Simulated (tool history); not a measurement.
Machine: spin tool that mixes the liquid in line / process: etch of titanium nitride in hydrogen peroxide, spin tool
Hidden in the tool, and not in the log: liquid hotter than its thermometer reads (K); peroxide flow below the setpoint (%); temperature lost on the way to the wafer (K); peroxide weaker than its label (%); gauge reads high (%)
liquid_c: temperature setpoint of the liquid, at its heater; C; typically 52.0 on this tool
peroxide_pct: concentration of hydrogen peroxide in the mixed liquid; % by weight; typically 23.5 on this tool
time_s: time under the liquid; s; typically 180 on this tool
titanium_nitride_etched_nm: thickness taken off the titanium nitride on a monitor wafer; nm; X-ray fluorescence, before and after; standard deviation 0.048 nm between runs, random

| run | hour | liquid_c | peroxide_pct | time_s | wafers since the last listed run | hours since the thermometer was replaced | hours since the peroxide flow meter was replaced | hours since the heated supply line was repaired | hours since the drum of peroxide was connected | hours since the gauge calibration | read-back film thickness of the titanium nitride reference wafer, read on the same gauge (nm) | titanium_nitride_etched_nm |
|---|---|---|---|---|---|---|---|---|---|---|---|---|
| 1 | 0.0 | 52.0 | 23.5 | 180 | 0 | 963.8 | 191.4 | 1734.3 | 614.2 | 2157.0 | 39.98 | 9.59 |
|  | 35.9 | thermometer replaced |
| 2 | 99.6 | 52.0 | 23.5 | 180 | 576 | 63.7 | 291.0 | 1833.9 | 713.8 | 2256.6 | 40.04 | 9.59 |
| 3 | 177.5 | 52.0 | 23.5 | 180 | 455 | 141.6 | 368.9 | 1911.8 | 791.7 | 2334.5 | 39.96 | 9.51 |
|  | 212.6 | heated supply line repaired |
| 4 | 274.3 | 52.0 | 23.5 | 235 | 559 | 238.4 | 465.7 | 61.7 | 888.5 | 2431.3 | 40.00 | 12.55 |
| 5 | 317.9 | 52.0 | 23.5 | 235 | 254 | 282.0 | 509.3 | 105.3 | 932.1 | 2474.9 | 40.00 | 12.37 |
|  | 353.3 | peroxide flow meter replaced |
| 6 | 363.7 | 52.0 | 23.5 | 180 | 261 | 327.8 | 10.4 | 151.1 | 977.9 | 2520.7 | 40.01 | 9.48 |
| 7 | 414.7 | 52.0 | 23.5 | 180 | 298 | 378.8 | 61.4 | 202.1 | 1028.9 | 2571.7 | 40.03 | 9.54 |
|  | 538.2 | new drum of peroxide connected |
| 8 | 548.2 | 58.0 | 17.0 | 180 | 774 | 512.3 | 194.9 | 335.6 | 10.0 | 2705.2 | 39.99 | 13.70 |
|  | 552.9 | gauge calibrated |
| 9 | 639.0 | 61.0 | 18.0 | 220 | 530 | 603.1 | 285.7 | 426.4 | 100.8 | 86.1 | 39.98 | 20.63 |
| 10 | 746.1 | 52.0 | 23.5 | 180 | 625 | 710.2 | 392.8 | 533.5 | 207.9 | 193.2 | 39.98 | 9.59 |
|  | 804.3 | peroxide flow meter replaced |
| 11 | 805.8 | 61.5 | 18.0 | 220 | 343 | 769.9 | 1.5 | 593.2 | 267.6 | 252.9 | 39.99 | 21.42 |
| 12 | 861.6 | 48.0 | 25.5 | 90 | 326 | 825.7 | 57.3 | 649.0 | 323.4 | 308.7 | 39.96 | 3.66 |
| 13 | 924.8 | 45.5 | 26.5 | 180 | 369 | 888.9 | 120.5 | 712.2 | 386.6 | 371.9 | 40.00 | 6.15 |
| 14 | 980.0 | 55.5 | 20.5 | 135 | 322 | 944.1 | 175.7 | 767.4 | 441.8 | 427.1 | 40.01 | 8.85 |
| 15 | 1086.9 | 55.5 | 23.5 | 260 | 624 | 1051.0 | 282.6 | 874.3 | 548.7 | 534.0 | 39.97 | 17.76 |
| 16 | 1129.1 | 52.0 | 27.5 | 180 | 246 | 1093.2 | 324.8 | 916.5 | 590.9 | 576.2 | 40.00 | 9.90 |
|  | 1185.9 | thermometer replaced |
| 17 | 1227.1 | 46.5 | 18.0 | 110 | 566 | 41.2 | 422.8 | 1014.5 | 688.9 | 674.2 | 39.98 | 3.69 |
|  | 1319.8 | peroxide flow meter replaced |
| 18 | 1324.6 | 52.0 | 23.5 | 95 | 563 | 138.7 | 4.8 | 1112.0 | 786.4 | 771.7 | 40.05 | 5.08 |
| 19 | 1383.5 | 43.5 | 23.5 | 75 | 344 | 197.6 | 63.7 | 1170.9 | 845.3 | 830.6 | 39.99 | 2.13 |
| 20 | 1444.9 | 52.0 | 23.5 | 180 | 358 | 259.0 | 125.1 | 1232.3 | 906.7 | 892.0 | 40.02 | 9.62 |
|  | 1468.2 | new drum of peroxide connected |
| 21 | 1485.0 | 52.0 | 23.5 | 180 | 228 | 299.1 | 165.2 | 1272.4 | 16.8 | 932.1 | 39.97 | 9.59 |
| 22 | 1558.8 | 52.0 | 23.5 | 180 | 431 | 372.9 | 239.0 | 1346.2 | 90.6 | 1005.9 | 39.99 | 9.64 |
| 23 | 1620.0 | 52.0 | 23.5 | 180 | 357 | 434.1 | 300.2 | 1407.4 | 151.8 | 1067.1 | 39.98 | 9.61 |
| 24 | 1674.7 | 45.5 | 29.5 | 245 | 319 | 488.8 | 354.9 | 1462.1 | 206.5 | 1121.8 | 40.00 | 8.52 |

Below are 5 alternative next runs, each starting from the tool's condition after run 24. Predict each:
| A | 1675.2 | 52.0 | 23.5 | 180 | 2 | 489.3 | 355.4 | 1462.6 | 207.0 | 1122.3 | ? | ? |
| B | 1675.2 | 52.0 | 17.5 | 80 | 2 | 489.3 | 355.4 | 1462.6 | 207.0 | 1122.3 | ? | ? |
| C | 1675.2 | 52.0 | 18.0 | 225 | 2 | 489.3 | 355.4 | 1462.6 | 207.0 | 1122.3 | ? | ? |
| D | 1675.2 | 56.0 | 27.0 | 180 | 2 | 489.3 | 355.4 | 1462.6 | 207.0 | 1122.3 | ? | ? |
| E | 1675.2 | 48.5 | 23.5 | 180 | 2 | 489.3 | 355.4 | 1462.6 | 207.0 | 1122.3 | ? | ? |

| run | read-back film thickness of the titanium nitride reference wafer, read on the same gauge (nm) | titanium_nitride_etched_nm |
|---|---|---|
| A | 39.96 | 9.63 |
| B | 39.96 | 4.02 |
| C | 39.96 | 11.37 |
| D | 39.96 | 13.15 |
| E | 39.96 | 7.48 |
With the hidden condition removed and each run's random variation left untouched, the same runs would have given:
| run | titanium_nitride_etched_nm |
|---|---|
| A | 9.68 |
| B | 4.04 |
| C | 11.42 |
| D | 13.22 |
| E | 7.52 |
